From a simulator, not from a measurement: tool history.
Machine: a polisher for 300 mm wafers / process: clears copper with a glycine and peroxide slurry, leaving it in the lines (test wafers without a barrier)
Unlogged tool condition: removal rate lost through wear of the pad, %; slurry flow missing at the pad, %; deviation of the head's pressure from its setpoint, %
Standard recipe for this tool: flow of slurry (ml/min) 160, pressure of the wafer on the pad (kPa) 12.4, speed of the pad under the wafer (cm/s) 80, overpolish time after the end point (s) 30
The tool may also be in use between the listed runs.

run	hour	flow of slurry (ml/min)	pressure of the wafer on the pad (kPa)	speed of the pad under the wafer (cm/s)	overpolish time after the end point (s)	wafers since the last listed run	wafers polished on this pad	hours since the slurry nozzle was cleaned	hours since the head pressure was calibrated	incoming thickness of the incoming film, nm	time until the end point was called (s)	dishing of a wide line in a test structure (nm)
1	0	160	12.4	80	30	0	468	582.9	433	286.1	125.9	45
# hour 24.1: slurry nozzle cleaned
2	63	160	12.4	80	30	468	937	38.9	496	285.9	123.3	43
3	101.2	160	12.4	80	30	288	1225	77.1	534.2	286.8	122.3	42.4
4	148.7	160	12.4	80	30	358	1584	124.6	581.7	291	129.5	44.7
5	190.5	160	12.4	80	30	315	1900	166.4	623.5	281.7	122.1	42.7
6	268.3	160	12.4	80	30	587	2488	244.2	701.3	289	129.1	41.7
# hour 273.3: worn pad replaced by a new one
7	488.7	160	12.4	80	30	1635	1627	464.6	921.7	285	128.6	43.4
8	569.4	160	12.4	80	30	609	2237	545.3	1002.4	288.5	126.1	43
# hour 576.6: worn pad replaced by a new one
# hour 642.4: slurry nozzle cleaned
9	647.3	160	12.4	80	30	550	527	4.9	1080.3	286.6	125.3	42.3
10	728.5	160	12.4	80	30	613	1140	86.1	1161.5	282.7	123.6	43.9
11	800.4	160	12.4	80	30	543	1684	158	1233.4	280.6	124.8	43.9
12	868.6	200	15.9	80	38	515	2199	226.2	1301.6	279.3	102	54.9
13	960.7	160	12.4	80	30	695	2895	318.3	1393.7	282.3	121.8	43
# hour 967.5: worn pad replaced by a new one
14	1037.2	160	12.4	92	30	547	526	394.8	1470.2	282.6	113	46.1
# hour 1120.1: head pressure recalibrated
15	1139.6	175	11	80	30	758	1285	497.2	19.5	280.5	122.7	43.8
16	1211.9	110	12.4	80	44	546	1831	569.5	91.8	285.3	124.9	54.3
17	1249.5	160	12.4	80	30	284	2116	607.1	129.4	284.9	115.3	45
# hour 1264.6: worn pad replaced by a new one
18	1293	115	15.2	104	36	298	214	650.6	172.9	290.2	90.4	57
# hour 1334.8: slurry nozzle cleaned
19	1376.5	160	12.4	80	30	623	837	41.7	256.4	285.6	122.3	44.4
20	1468	115	15.9	98	15	691	1529	133.2	347.9	284.6	93.2	30.6
21	1637.8	120	10.3	64	30	1283	2812	303	517.7	286.4	167.7	34.9
# hour 1646.9: worn pad replaced by a new one
22	1719.6	160	12.4	80	30	587	549	384.8	599.5	283.3	121	44.6

List, for all runs, the conditions of the tool that the log does not record:
removal rate lost through wear of the pad, %: 0 in every run
slurry flow missing at the pad, %: 0 in every run
H1: deviation of the head's pressure from its setpoint, %
run	H1
1	-8.22
2	-8.84
3	-9.19
4	-9.58
5	-9.9
6	-10.4
7	-11.5
8	-11.8
9	-12
10	-12.3
11	-12.4
12	-12.6
13	-12.7
14	-12.8
15	0.814
16	-0.845
17	-1.62
18	-2.44
19	-3.82
20	-5.1
21	-6.92
22	-7.59
